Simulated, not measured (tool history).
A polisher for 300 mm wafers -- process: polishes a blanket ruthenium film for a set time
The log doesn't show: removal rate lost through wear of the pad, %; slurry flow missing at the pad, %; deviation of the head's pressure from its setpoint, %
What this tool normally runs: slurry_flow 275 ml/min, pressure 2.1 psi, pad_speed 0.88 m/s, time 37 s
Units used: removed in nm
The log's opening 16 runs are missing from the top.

run,day,slurry_flow,pressure,pad_speed,time,wafers since the last listed run,wafers polished on this pad,hours since the slurry nozzle was cleaned,hours since the head pressure was calibrated,"incoming thickness of the incoming film, nm",removed
17,31.446,275,2.1,0.88,37,603,2706,259.9,810.2,244.3,33.9
18,32.825,275,2.1,0.88,37,344,3050,293.0,843.3,248.8,34.3
# day 33.129: worn pad replaced by a new one
# day 34.342: head pressure recalibrated
19,35.375,275,2.1,0.88,37,574,540,354.2,24.8,253.6,32.1
20,36.671,275,2.1,1.16,37,323,864,385.3,55.9,247.2,40.2
21,38.188,340,2.1,0.88,37,379,1243,421.7,92.3,247.8,32.5
22,39.650,275,2.1,0.60,47,365,1609,456.8,127.4,247.9,30.3
23,40.683,230,2.1,0.66,37,258,1867,481.6,152.2,247.4,25.9
24,43.629,210,2.7,0.88,37,736,2603,552.3,222.9,248.8,40.9
# day 44.004: slurry nozzle cleaned
# day 45.867: worn pad replaced by a new one
25,45.888,335,1.4,1.08,32,512,5,45.2,277.1,254.2,23.0
26,47.583,275,2.1,0.88,37,423,429,85.9,317.8,252.1,32.4
27,49.004,275,2.8,1.06,45,355,784,120.0,351.9,245.4,60.7
28,51.717,275,2.1,1.10,37,677,1462,185.1,417.0,246.0,38.4
29,52.754,275,2.7,0.88,37,259,1721,210.0,441.9,248.0,40.8
30,54.783,275,2.1,0.88,37,507,2229,258.7,490.6,251.4,32.9
31,56.329,275,2.1,0.88,37,386,2615,295.8,527.7,248.5,32.7
32,57.412,275,2.1,0.88,37,270,2886,321.8,553.7,252.0,32.4
33,59.029,275,2.1,1.10,37,404,3290,360.6,592.5,249.9,39.7
# day 59.425: worn pad replaced by a new one
34,60.804,275,2.1,1.00,37,402,345,403.2,635.1,248.9,37.5
35,63.646,205,2.1,0.88,49,710,1055,471.4,703.3,245.0,43.0

Consider 3 possible next runs. They are alternatives, not a sequence: every one starts from the tool as it was left by run 35. What does each give?
A,63.662,275,1.8,0.88,37,4,1059,471.8,703.7,247.9,?
B,63.662,310,2.1,0.88,32,4,1059,471.8,703.7,247.9,?
C,63.662,275,2.8,0.74,43,4,1059,471.8,703.7,247.9,?

run,removed
A,28.7
B,28.9
C,44.4
With no hidden state in the tool, these same runs would have given:
run,removed
A,27.4
B,27.6
C,42.4

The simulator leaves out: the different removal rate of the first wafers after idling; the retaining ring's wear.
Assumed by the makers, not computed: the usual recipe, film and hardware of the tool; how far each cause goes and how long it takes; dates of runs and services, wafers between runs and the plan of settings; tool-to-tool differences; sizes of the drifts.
